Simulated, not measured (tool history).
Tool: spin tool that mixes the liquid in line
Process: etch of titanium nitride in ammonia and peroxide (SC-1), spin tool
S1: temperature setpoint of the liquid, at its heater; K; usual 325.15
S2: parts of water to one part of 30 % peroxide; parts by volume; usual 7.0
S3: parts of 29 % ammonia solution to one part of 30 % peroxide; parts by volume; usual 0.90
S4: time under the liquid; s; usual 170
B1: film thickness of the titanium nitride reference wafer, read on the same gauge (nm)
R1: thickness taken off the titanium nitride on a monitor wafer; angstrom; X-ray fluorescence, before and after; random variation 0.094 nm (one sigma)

{"run": 1, "day": 0.0, "S1": 333.65, "S2": 7.0, "S3": 1.15, "S4": 170, "B1": 120.02, "R1": 494.0}
{"day": 1.292, "done": "thermometer replaced"}
{"run": 2, "day": 1.312, "S1": 325.15, "S2": 7.0, "S3": 0.9, "S4": 170, "B1": 120.0, "R1": 267.2}
{"run": 3, "day": 2.092, "S1": 321.65, "S2": 5.0, "S3": 1.2, "S4": 130, "B1": 120.04, "R1": 196.5}
{"run": 4, "day": 3.058, "S1": 327.65, "S2": 5.0, "S3": 0.9, "S4": 170, "B1": 119.99, "R1": 375.3}
{"run": 5, "day": 3.608, "S1": 325.15, "S2": 5.0, "S3": 0.9, "S4": 270, "B1": 120.03, "R1": 497.9}
{"run": 6, "day": 4.692, "S1": 331.15, "S2": 5.0, "S3": 0.5, "S4": 245, "B1": 120.0, "R1": 627.2}
{"run": 7, "day": 5.254, "S1": 330.15, "S2": 7.0, "S3": 0.9, "S4": 170, "B1": 119.99, "R1": 375.9}
{"run": 8, "day": 5.983, "S1": 331.15, "S2": 10.0, "S3": 0.65, "S4": 230, "B1": 119.99, "R1": 432.2}
{"run": 9, "day": 6.729, "S1": 325.15, "S2": 7.0, "S3": 0.9, "S4": 70, "B1": 119.97, "R1": 110.4}
{"run": 10, "day": 8.679, "S1": 316.15, "S2": 7.0, "S3": 0.9, "S4": 170, "B1": 120.02, "R1": 142.7}
{"day": 10.142, "done": "new drum of ammonia solution connected"}
{"run": 11, "day": 10.171, "S1": 325.15, "S2": 5.0, "S3": 0.9, "S4": 240, "B1": 119.98, "R1": 452.3}
{"run": 12, "day": 10.975, "S1": 331.15, "S2": 7.0, "S3": 0.9, "S4": 170, "B1": 120.0, "R1": 411.9}
{"day": 11.712, "done": "gauge calibrated"}
{"run": 13, "day": 12.446, "S1": 325.15, "S2": 6.0, "S3": 0.9, "S4": 170, "B1": 119.98, "R1": 295.3}
{"day": 12.679, "done": "heated supply line repaired"}
{"run": 14, "day": 13.475, "S1": 333.65, "S2": 5.0, "S3": 1.2, "S4": 75, "B1": 120.02, "R1": 257.1}
{"run": 15, "day": 14.721, "S1": 320.15, "S2": 7.0, "S3": 0.75, "S4": 95, "B1": 120.03, "R1": 105.7}
{"run": 16, "day": 16.038, "S1": 333.65, "S2": 7.0, "S3": 1.15, "S4": 170, "B1": 120.0, "R1": 505.4}
{"run": 17, "day": 16.958, "S1": 325.15, "S2": 10.0, "S3": 1.2, "S4": 120, "B1": 119.98, "R1": 170.4}
{"run": 18, "day": 18.1, "S1": 325.15, "S2": 5.5, "S3": 0.65, "S4": 70, "B1": 120.01, "R1": 120.5}
{"run": 19, "day": 19.158, "S1": 315.15, "S2": 8.5, "S3": 1.05, "S4": 240, "B1": 120.04, "R1": 176.9}
{"run": 20, "day": 19.738, "S1": 325.15, "S2": 7.0, "S3": 0.9, "S4": 110, "B1": 119.99, "R1": 177.8}
{"run": 21, "day": 20.442, "S1": 334.65, "S2": 5.0, "S3": 0.65, "S4": 105, "B1": 120.03, "R1": 357.5}
{"run": 22, "day": 21.742, "S1": 325.15, "S2": 7.0, "S3": 0.9, "S4": 170, "B1": 119.99, "R1": 273.1}
{"run": 23, "day": 23.008, "S1": 329.65, "S2": 7.0, "S3": 0.9, "S4": 170, "B1": 120.01, "R1": 369.6}
{"run": 24, "day": 24.267, "S1": 325.15, "S2": 8.5, "S3": 0.7, "S4": 170, "B1": 120.01, "R1": 239.0}

Forecast each of these 4 alternatives for the next run:
{"run": "A", "day": 24.288, "S1": 325.15, "S2": 10.0, "S3": 0.9, "S4": 170, "B1": "?", "R1": "?"}
{"run": "B", "day": 24.288, "S1": 315.15, "S2": 5.0, "S3": 0.9, "S4": 120, "B1": "?", "R1": "?"}
{"run": "C", "day": 24.288, "S1": 317.15, "S2": 7.0, "S3": 0.9, "S4": 170, "B1": "?", "R1": "?"}
{"run": "D", "day": 24.288, "S1": 325.15, "S2": 10.0, "S3": 0.9, "S4": 215, "B1": "?", "R1": "?"}

run=A B1=120.03 R1=228.2
run=B B1=120.03 R1=110.0
run=C B1=120.03 R1=154.6
run=D B1=120.03 R1=288.6
Without the tool's hidden state the same runs would have given:
run=A R1=230.1
run=B R1=110.8
run=C R1=155.8
run=D R1=291.1
